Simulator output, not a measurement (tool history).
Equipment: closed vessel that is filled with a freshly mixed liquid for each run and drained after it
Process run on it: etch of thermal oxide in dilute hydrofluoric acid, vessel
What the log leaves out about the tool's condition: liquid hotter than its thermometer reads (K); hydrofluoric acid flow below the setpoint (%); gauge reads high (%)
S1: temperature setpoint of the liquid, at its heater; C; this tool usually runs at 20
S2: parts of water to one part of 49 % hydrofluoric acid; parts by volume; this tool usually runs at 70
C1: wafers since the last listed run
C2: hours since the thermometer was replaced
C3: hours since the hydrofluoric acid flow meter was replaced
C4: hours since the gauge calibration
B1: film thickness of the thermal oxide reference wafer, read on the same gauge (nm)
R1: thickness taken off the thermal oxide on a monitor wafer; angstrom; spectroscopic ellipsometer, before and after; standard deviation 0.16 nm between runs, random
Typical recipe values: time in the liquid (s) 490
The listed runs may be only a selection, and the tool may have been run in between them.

Run 1, hour 0: usual settings; C1 0; C2 1076.7; C3 2074.7; C4 386.1; B1 139.98. Result: R1 253.3 angstrom.
Run 2, hour 38.6: usual settings; C1 3583; C2 1115.3; C3 2113.3; C4 424.7; B1 140. Result: R1 253.7 angstrom.
Run 3, hour 74.5: usual settings; C1 3333; C2 1151.2; C3 2149.2; C4 460.6; B1 140. Result: R1 252.9 angstrom.
Run 4, hour 123.5: usual settings; C1 4549; C2 1200.2; C3 2198.2; C4 509.6; B1 140. Result: R1 251.6 angstrom.
Run 5, hour 183.4: usual settings; C1 5561; C2 1260.1; C3 2258.1; C4 569.5; B1 139.99. Result: R1 252.3 angstrom.
Run 6, hour 253: usual settings; C1 6462; C2 1329.7; C3 2327.7; C4 639.1; B1 140. Result: R1 252.5 angstrom.
Run 7, hour 281.7: usual settings; C1 2664; C2 1358.4; C3 2356.4; C4 667.8; B1 139.99. Result: R1 249.2 angstrom.
Run 8, hour 311: usual settings; C1 2720; C2 1387.7; C3 2385.7; C4 697.1; B1 140. Result: R1 247.7 angstrom.
Run 9, hour 521.2: usual settings; C1 19516; C2 1597.9; C3 2595.9; C4 907.3; B1 139.98. Result: R1 248.3 angstrom.
Run 10, hour 547.3: usual settings; C1 2423; C2 1624; C3 2622; C4 933.4; B1 140.02. Result: R1 245.6 angstrom.
Run 11, hour 608.9: usual settings but S1 23 C, S2 50 parts by volume, time in the liquid (s) 620; C1 5719; C2 1685.6; C3 2683.6; C4 995; B1 140. Result: R1 505.2 angstrom.
At hour 645.8: hydrofluoric acid flow meter replaced.
At hour 705.5: gauge calibrated.
At hour 711.8: thermometer replaced.
Run 12, hour 805.1: usual settings but S1 23.5 C, S2 55 parts by volume; C1 18030; C2 93.3; C3 159.3; C4 99.6; B1 140. Result: R1 420.8 angstrom.
Run 13, hour 836.3: usual settings; C1 2896; C2 124.5; C3 190.5; C4 130.8; B1 140.01. Result: R1 282.8 angstrom.
Run 14, hour 869.5: usual settings but S1 18.5 C, S2 50 parts by volume; C1 3082; C2 157.7; C3 223.7; C4 164; B1 140. Result: R1 380.9 angstrom.
Run 15, hour 906.7: usual settings; C1 3453; C2 194.9; C3 260.9; C4 201.2; B1 140.01. Result: R1 284.7 angstrom.
Run 16, hour 948.4: usual settings but S1 22 C, S2 95 parts by volume, time in the liquid (s) 400; C1 3871; C2 236.6; C3 302.6; C4 242.9; B1 139.98. Result: R1 178.6 angstrom.
Run 17, hour 973.4: usual settings; C1 2321; C2 261.6; C3 327.6; C4 267.9; B1 140. Result: R1 282.1 angstrom.
Run 18, hour 1044.7: usual settings but S1 23 C, time in the liquid (s) 245; C1 6619; C2 332.9; C3 398.9; C4 339.2; B1 140. Result: R1 158.3 angstrom.
Run 19, hour 1113.7: usual settings but S2 55 parts by volume, time in the liquid (s) 205; C1 6406; C2 401.9; C3 467.9; C4 408.2; B1 140.01. Result: R1 151.8 angstrom.
Run 20, hour 1177.4: usual settings but S1 17 C, S2 80 parts by volume, time in the liquid (s) 645; C1 5914; C2 465.6; C3 531.6; C4 471.9; B1 139.98. Result: R1 280.3 angstrom.

Run by run, hidden condition taken away, random variation retained:
run     R1
  1  287.3
  2  288.4
  3  288.1
  4  287.4
  5  289.2
  6  290.5
  7  287.2
  8    286
  9  290.2
 10  287.5
 11  591.8
 12  427.7
 13  287.9
 14  388.3
 15  290.8
 16  182.9
 17  289.2
 18  162.8
 19  156.6
 20  290.4
